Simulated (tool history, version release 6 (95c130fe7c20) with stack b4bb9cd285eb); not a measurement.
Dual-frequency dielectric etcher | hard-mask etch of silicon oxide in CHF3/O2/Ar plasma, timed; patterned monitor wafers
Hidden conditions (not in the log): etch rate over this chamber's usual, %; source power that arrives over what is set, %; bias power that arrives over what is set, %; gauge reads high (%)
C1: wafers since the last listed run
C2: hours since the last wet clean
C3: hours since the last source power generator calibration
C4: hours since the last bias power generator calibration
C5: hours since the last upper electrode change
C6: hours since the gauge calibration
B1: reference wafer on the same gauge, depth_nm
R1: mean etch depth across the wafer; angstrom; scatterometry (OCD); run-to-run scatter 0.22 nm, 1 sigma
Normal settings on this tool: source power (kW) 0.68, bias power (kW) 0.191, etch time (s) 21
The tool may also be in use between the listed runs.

{"run": 1, "hour": 0.0, "source power (kW)": 0.68, "bias power (kW)": 0.191, "etch time (s)": 21, "C1": 0, "C2": 102.9, "C3": 1910.4, "C4": 810.7, "C5": 4176.6, "C6": 1527.2, "B1": 49.13, "R1": 458.5}
{"run": 2, "hour": 40.4, "source power (kW)": 0.68, "bias power (kW)": 0.191, "etch time (s)": 21, "C1": 625, "C2": 143.3, "C3": 1950.8, "C4": 851.1, "C5": 4217, "C6": 1567.6, "B1": 49.13, "R1": 457.7}
{"run": 3, "hour": 71.5, "source power (kW)": 0.81, "bias power (kW)": 0.191, "etch time (s)": 25.5, "C1": 481, "C2": 174.4, "C3": 1981.9, "C4": 882.2, "C5": 4248.1, "C6": 1598.7, "B1": 49.1, "R1": 597.9}
{"run": 4, "hour": 108.9, "source power (kW)": 0.81, "bias power (kW)": 0.191, "etch time (s)": 25.5, "C1": 579, "C2": 211.8, "C3": 2019.3, "C4": 919.6, "C5": 4285.5, "C6": 1636.1, "B1": 49.22, "R1": 599.4}
{"run": 5, "hour": 145.0, "source power (kW)": 0.73, "bias power (kW)": 0.204, "etch time (s)": 21, "C1": 559, "C2": 247.9, "C3": 2055.4, "C4": 955.7, "C5": 4321.6, "C6": 1672.2, "B1": 49.14, "R1": 479.4}
{"run": 6, "hour": 214.2, "source power (kW)": 0.73, "bias power (kW)": 0.204, "etch time (s)": 21, "C1": 1072, "C2": 317.1, "C3": 2124.6, "C4": 1024.9, "C5": 4390.8, "C6": 1741.4, "B1": 49.19, "R1": 477.2}
{"run": 7, "hour": 285.9, "source power (kW)": 0.73, "bias power (kW)": 0.204, "etch time (s)": 21, "C1": 1110, "C2": 388.8, "C3": 2196.3, "C4": 1096.6, "C5": 4462.5, "C6": 1813.1, "B1": 49.15, "R1": 479.6}
{"run": 8, "hour": 355.1, "source power (kW)": 0.68, "bias power (kW)": 0.191, "etch time (s)": 19.5, "C1": 1072, "C2": 458, "C3": 2265.5, "C4": 1165.8, "C5": 4531.7, "C6": 1882.3, "B1": 49.17, "R1": 422.2}
{"hour": 396.1, "done": "upper electrode replaced"}
{"hour": 398.2, "done": "wet clean of the chamber"}
{"run": 9, "hour": 413.0, "source power (kW)": 0.68, "bias power (kW)": 0.191, "etch time (s)": 19.5, "C1": 491, "C2": 14.8, "C3": 2323.4, "C4": 1223.7, "C5": 16.9, "C6": 1940.2, "B1": 49.21, "R1": 422}
{"run": 10, "hour": 441.2, "source power (kW)": 0.68, "bias power (kW)": 0.191, "etch time (s)": 19.5, "C1": 436, "C2": 43, "C3": 2351.6, "C4": 1251.9, "C5": 45.1, "C6": 1968.4, "B1": 49.25, "R1": 419.8}
{"run": 11, "hour": 482.4, "source power (kW)": 0.68, "bias power (kW)": 0.178, "etch time (s)": 21, "C1": 638, "C2": 84.2, "C3": 2392.8, "C4": 1293.1, "C5": 86.3, "C6": 2009.6, "B1": 49.16, "R1": 440.1}
{"hour": 511.6, "done": "source power generator calibrated"}
{"run": 12, "hour": 515.6, "source power (kW)": 0.68, "bias power (kW)": 0.191, "etch time (s)": 21, "C1": 452, "C2": 117.4, "C3": 4, "C4": 1326.3, "C5": 119.5, "C6": 2042.8, "B1": 49.2, "R1": 462.6}
{"run": 13, "hour": 577.9, "source power (kW)": 0.82, "bias power (kW)": 0.191, "etch time (s)": 23, "C1": 965, "C2": 179.7, "C3": 66.3, "C4": 1388.6, "C5": 181.8, "C6": 2105.1, "B1": 49.34, "R1": 549.8}
{"run": 14, "hour": 624.4, "source power (kW)": 0.82, "bias power (kW)": 0.191, "etch time (s)": 23, "C1": 720, "C2": 226.2, "C3": 112.8, "C4": 1435.1, "C5": 228.3, "C6": 2151.6, "B1": 49.07, "R1": 549.1}
{"hour": 670.1, "done": "gauge calibrated"}
{"run": 15, "hour": 672.9, "source power (kW)": 0.81, "bias power (kW)": 0.191, "etch time (s)": 21, "C1": 751, "C2": 274.7, "C3": 161.3, "C4": 1483.6, "C5": 276.8, "C6": 2.8, "B1": 49.1, "R1": 497.5}
{"run": 16, "hour": 725.6, "source power (kW)": 0.68, "bias power (kW)": 0.191, "etch time (s)": 21, "C1": 816, "C2": 327.4, "C3": 214, "C4": 1536.3, "C5": 329.5, "C6": 55.5, "B1": 49.25, "R1": 461.4}
{"run": 17, "hour": 766.0, "source power (kW)": 0.68, "bias power (kW)": 0.191, "etch time (s)": 23, "C1": 625, "C2": 367.8, "C3": 254.4, "C4": 1576.7, "C5": 369.9, "C6": 95.9, "B1": 49.21, "R1": 508.7}
{"run": 18, "hour": 802.9, "source power (kW)": 0.68, "bias power (kW)": 0.191, "etch time (s)": 21, "C1": 571, "C2": 404.7, "C3": 291.3, "C4": 1613.6, "C5": 406.8, "C6": 132.8, "B1": 49.28, "R1": 458.6}
{"hour": 938.3, "done": "wet clean of the chamber"}
{"run": 19, "hour": 1012.5, "source power (kW)": 0.68, "bias power (kW)": 0.191, "etch time (s)": 21, "C1": 2875, "C2": 74.2, "C3": 500.9, "C4": 1823.2, "C5": 616.4, "C6": 342.4, "B1": 49.18, "R1": 459.4}
{"run": 20, "hour": 1084.3, "source power (kW)": 0.81, "bias power (kW)": 0.191, "etch time (s)": 21, "C1": 1112, "C2": 146, "C3": 572.7, "C4": 1895, "C5": 688.2, "C6": 414.2, "B1": 49.34, "R1": 494.2}
{"run": 21, "hour": 1146.5, "source power (kW)": 0.63, "bias power (kW)": 0.191, "etch time (s)": 15, "C1": 963, "C2": 208.2, "C3": 634.9, "C4": 1957.2, "C5": 750.4, "C6": 476.4, "B1": 49.17, "R1": 320.8}
{"run": 22, "hour": 1212.4, "source power (kW)": 0.61, "bias power (kW)": 0.208, "etch time (s)": 18, "C1": 1020, "C2": 274.1, "C3": 700.8, "C4": 2023.1, "C5": 816.3, "C6": 542.3, "B1": 49.2, "R1": 388.4}
{"run": 23, "hour": 1238.1, "source power (kW)": 0.77, "bias power (kW)": 0.191, "etch time (s)": 23.5, "C1": 398, "C2": 299.8, "C3": 726.5, "C4": 2048.8, "C5": 842, "C6": 568, "B1": 49.25, "R1": 543.1}
{"run": 24, "hour": 1290.0, "source power (kW)": 0.62, "bias power (kW)": 0.237, "etch time (s)": 26, "C1": 804, "C2": 351.7, "C3": 778.4, "C4": 2100.7, "C5": 893.9, "C6": 619.9, "B1": 49.16, "R1": 597.2}
{"hour": 1367.1, "done": "bias power generator calibrated"}
{"hour": 1377.4, "done": "wet clean of the chamber"}
{"run": 25, "hour": 1495.8, "source power (kW)": 0.77, "bias power (kW)": 0.209, "etch time (s)": 17.5, "C1": 2966, "C2": 118.4, "C3": 984.2, "C4": 128.7, "C5": 1099.7, "C6": 825.7, "B1": 49.23, "R1": 420.4}
{"run": 26, "hour": 1543.7, "source power (kW)": 0.6, "bias power (kW)": 0.16, "etch time (s)": 23.5, "C1": 742, "C2": 166.3, "C3": 1032.1, "C4": 176.6, "C5": 1147.6, "C6": 873.6, "B1": 49.08, "R1": 456}
{"run": 27, "hour": 1728.6, "source power (kW)": 0.68, "bias power (kW)": 0.191, "etch time (s)": 26.5, "C1": 2864, "C2": 351.2, "C3": 1217, "C4": 361.5, "C5": 1332.5, "C6": 1058.5, "B1": 49.29, "R1": 576.4}
{"run": 28, "hour": 1765.6, "source power (kW)": 0.68, "bias power (kW)": 0.191, "etch time (s)": 21, "C1": 573, "C2": 388.2, "C3": 1254, "C4": 398.5, "C5": 1369.5, "C6": 1095.5, "B1": 49.31, "R1": 459.2}
{"run": 29, "hour": 1812.5, "source power (kW)": 0.68, "bias power (kW)": 0.217, "etch time (s)": 21, "C1": 726, "C2": 435.1, "C3": 1300.9, "C4": 445.4, "C5": 1416.4, "C6": 1142.4, "B1": 49.29, "R1": 487}
{"run": 30, "hour": 1857.5, "source power (kW)": 0.77, "bias power (kW)": 0.223, "etch time (s)": 21, "C1": 697, "C2": 480.1, "C3": 1345.9, "C4": 490.4, "C5": 1461.4, "C6": 1187.4, "B1": 49.22, "R1": 512}

What if the next run were any one of these 4? Each begins from the tool's condition after run 30:
{"run": "A", "hour": 1857.9, "source power (kW)": 0.57, "bias power (kW)": 0.191, "etch time (s)": 21, "C1": 6, "C2": 480.5, "C3": 1346.3, "C4": 490.8, "C5": 1461.8, "C6": 1187.8, "B1": "?", "R1": "?"}
{"run": "B", "hour": 1857.9, "source power (kW)": 0.74, "bias power (kW)": 0.166, "etch time (s)": 24, "C1": 6, "C2": 480.5, "C3": 1346.3, "C4": 490.8, "C5": 1461.8, "C6": 1187.8, "B1": "?", "R1": "?"}
{"run": "C", "hour": 1857.9, "source power (kW)": 0.68, "bias power (kW)": 0.191, "etch time (s)": 16.5, "C1": 6, "C2": 480.5, "C3": 1346.3, "C4": 490.8, "C5": 1461.8, "C6": 1187.8, "B1": "?", "R1": "?"}
{"run": "D", "hour": 1857.9, "source power (kW)": 0.8, "bias power (kW)": 0.144, "etch time (s)": 18, "C1": 6, "C2": 480.5, "C3": 1346.3, "C4": 490.8, "C5": 1461.8, "C6": 1187.8, "B1": "?", "R1": "?"}

run=A B1=49.22 R1=425.7
run=B B1=49.22 R1=516.3
run=C B1=49.22 R1=361
run=D B1=49.22 R1=379.8
With no hidden state in the tool, these same runs would have given:
run=A R1=427.7
run=B R1=518.8
run=C R1=362.7
run=D R1=381.7
